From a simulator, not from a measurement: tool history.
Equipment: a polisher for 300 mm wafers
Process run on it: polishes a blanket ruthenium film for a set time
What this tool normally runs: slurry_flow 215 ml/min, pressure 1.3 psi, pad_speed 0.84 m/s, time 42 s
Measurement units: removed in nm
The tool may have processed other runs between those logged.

run	hour	slurry_flow	pressure	pad_speed	time	incoming thickness of the incoming film, nm	removed
1	0	215	1.3	0.68	42	614.8	24.6
# hour 5.8: slurry nozzle cleaned
2	28.9	215	1.3	0.68	42	632.9	24.8
3	68.5	215	1.3	0.84	42	619.4	30
4	136.4	215	1.3	0.84	42	622.5	30.7
5	181.7	215	1.3	0.84	33	623.5	23.9
# hour 214.7: worn pad replaced by a new one
6	217.5	215	1.3	0.84	42	618.1	32.3
7	371.9	215	1.3	0.84	48	610.6	34.8
# hour 565: worn pad replaced by a new one
8	580.1	215	1.3	0.84	48	620.8	37.6
9	641.4	215	1.3	0.84	42	628.1	31.8
10	668.2	215	1.3	0.84	32	623.2	24.1
11	709.2	215	1.3	0.84	42	615.8	31.5
12	735.5	215	1.3	0.84	42	614.4	30.9
# hour 751.6: head pressure recalibrated
13	782.1	215	1.3	0.94	42	609.1	32.6
14	808.7	215	1.3	0.94	42	611.7	32.5
# hour 827.3: slurry nozzle cleaned
# hour 844.5: worn pad replaced by a new one
15	861.7	215	1.3	0.84	30	620.2	22
16	899.6	215	1.3	0.84	42	617.8	31.1
17	936.5	175	1.3	0.84	42	610.5	29.1
18	979.1	215	1.3	0.84	42	618	29.7
19	1027.2	215	1.3	0.84	42	629.5	29.2
20	1064.3	150	1.2	1.04	37	621.4	29.7
21	1125.3	265	1.5	0.68	53	618.7	34.1
# hour 1191.5: worn pad replaced by a new one
22	1192	180	1.7	0.92	27	607.3	25.8
23	1240.5	215	1.3	0.74	36	625.8	23.1
24	1289.4	215	1.3	0.84	42	622	30
25	1338.4	215	1.3	0.84	42	613.1	30
26	1399.4	215	1.3	0.84	28	619.8	19.8
27	1426.7	160	1.6	0.98	29	622.5	26.9
28	1480	190	0.8	1.14	49	616.8	35.9
# hour 1495.8: worn pad replaced by a new one
29	1506.5	215	1.3	0.84	42	625.3	31.8
30	1546.7	215	1.1	0.92	30	627	22.2

Results for each run, recomputed without the tool's hidden state and with each run's random variation untouched:
The tool's hidden condition here consists of: removal rate lost through wear of the pad, %; slurry flow missing at the pad, %; deviation of the head's pressure from its setpoint, %.
run	removed
1	25.3
2	25.6
3	31.1
4	31.9
5	24.9
6	31.8
7	35.7
8	36.6
9	31.5
10	24
11	31.6
12	31
13	35.2
14	35.2
15	22.5
16	32.3
17	30.5
18	31.4
19	31.1
20	31.7
21	36.5
22	25.9
23	23.7
24	31.3
25	31.5
26	20.9
27	28.4
28	37.9
29	31.8
30	22.5
